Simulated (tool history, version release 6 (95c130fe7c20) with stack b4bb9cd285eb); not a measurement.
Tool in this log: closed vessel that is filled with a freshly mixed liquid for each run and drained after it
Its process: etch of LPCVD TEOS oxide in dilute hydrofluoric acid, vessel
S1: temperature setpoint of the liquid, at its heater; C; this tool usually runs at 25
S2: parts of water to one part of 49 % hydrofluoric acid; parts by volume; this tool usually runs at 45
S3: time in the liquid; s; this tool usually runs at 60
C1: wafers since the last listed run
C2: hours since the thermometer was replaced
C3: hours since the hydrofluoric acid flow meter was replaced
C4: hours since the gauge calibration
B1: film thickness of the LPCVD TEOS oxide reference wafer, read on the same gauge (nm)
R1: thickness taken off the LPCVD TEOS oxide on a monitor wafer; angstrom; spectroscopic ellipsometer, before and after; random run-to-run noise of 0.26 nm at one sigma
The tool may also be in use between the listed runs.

run     day    S1  S2  S3    C1     C2      C3     C4      B1     R1
  1       0    25  45  60     0  587.1  1044.6  311.9  110.01  434.7
  2   0.729    25  45  60  1879  604.6  1062.1  329.4  110.01  430.7
      0.838  -- hydrofluoric acid flow meter replaced
  3   1.017    25  30  60   633  611.5     4.3  336.3     110  589.5
  4   1.438    25  30  60  1084  621.6    14.4  346.4  110.02  582.5
  5   2.267    25  30  60  2136  641.5    34.3  366.3  110.04  596.3
  6   2.612    25  45  60   891  649.8    42.6  374.6     110  387.6
  7   4.267    25  45  60  4262  689.5    82.3  414.3     110  394.6
      4.492  -- thermometer replaced
  8   4.754    25  45  60  1148    6.3      94    426  109.99    351
  9   5.121    25  45  60   944   15.1   102.8  434.8  110.01  355.6
 10   5.438    25  45  70   816   22.7   110.4  442.4  110.01  410.8
 11   5.992    22  35  40  1428     36   123.7  455.7     110  270.4
 12   6.242  21.5  45  30   644     42   129.7  461.7  110.01  151.4
 13   6.654    25  45  60  1062   51.9   139.6  471.6  110.01  359.3
 14   7.312    29  40  60  1696   67.7   155.4  487.4  110.01    477
 15   7.908    28  45  60  1535     82   169.7  501.7  109.97  407.9
 16   8.462    27  50  85  1428   95.3     183    515     110  495.3
 17   9.054  28.5  45  60  1524  109.5   197.2  529.2  110.01  414.4
 18   9.625    25  45  60  1470  123.2   210.9  542.9  109.99  362.1
 19   10.05    20  35  75  1095  133.4   221.1  553.1  109.98  476.7
 20  10.529    25  45  60  1234  144.9   232.6  564.6  109.99  367.2
 21  10.783    21  45  60   654    151   238.7  570.7  109.99  313.3
 22  11.262    27  55  30  1234  162.5   250.2  582.2  110.02  160.3
 23  11.842  29.5  45  60  1492  176.4   264.1  596.1  110.01  444.6
     12.104  -- gauge calibrated
 24  12.579    25  55  70  1900  194.1   281.8   11.4  110.01  344.7
 25  12.946  29.5  35  90   944  202.9   290.6   20.2  110.02  872.7
 26  13.217    25  60  60   697  209.4   297.1   26.7  109.97  277.1
 27   13.95    28  45  90  1889    227   314.7   44.3  110.01  636.5
 28  14.438    25  45  60  1256  238.7   326.4     56     110  374.8
 29  15.029    25  45  60  1524  252.9   340.6   70.2  110.01  378.1
 30  15.492    25  45  60  1191    264   351.7   81.3  109.98  373.5
 31   16.15  27.5  25  45  1696  279.8   367.5   97.1  109.99    582
 32  16.908    25  35  75  1954    298   385.7  115.3  109.99  620.7
 33  17.292  27.5  45  60   987  307.2   394.9  124.5  110.01  424.9
 34  17.775    29  45  45  1245  318.8   406.5  136.1  110.01  337.8

How the hidden state differs across the entries between the runs, from the last listed run before each to the first after it:
From run 2 to run 3: hydrofluoric acid flow meter replaced (day 0.838)
  liquid hotter than its thermometer reads (K): 2.51 -> 2.54; hydrofluoric acid flow above the setpoint (%): 13.5 -> 0.91
  measured value less the no-hidden-state value, R1: +90.6 -> +63.5 angstrom
From run 7 to run 8: thermometer replaced (day 4.492)
  liquid hotter than its thermometer reads (K): 2.85 -> 0.0471; hydrofluoric acid flow above the setpoint (%): 1.82 -> 1.96
  measured value less the no-hidden-state value, R1: +49.7 -> +7.8 angstrom
From run 23 to run 24: gauge calibrated (day 12.104)
  liquid hotter than its thermometer reads (K): 0.714 -> 0.783; hydrofluoric acid flow above the setpoint (%): 3.94 -> 4.14
  measured value less the no-hidden-state value, R1: +29.7 -> +25 angstrom

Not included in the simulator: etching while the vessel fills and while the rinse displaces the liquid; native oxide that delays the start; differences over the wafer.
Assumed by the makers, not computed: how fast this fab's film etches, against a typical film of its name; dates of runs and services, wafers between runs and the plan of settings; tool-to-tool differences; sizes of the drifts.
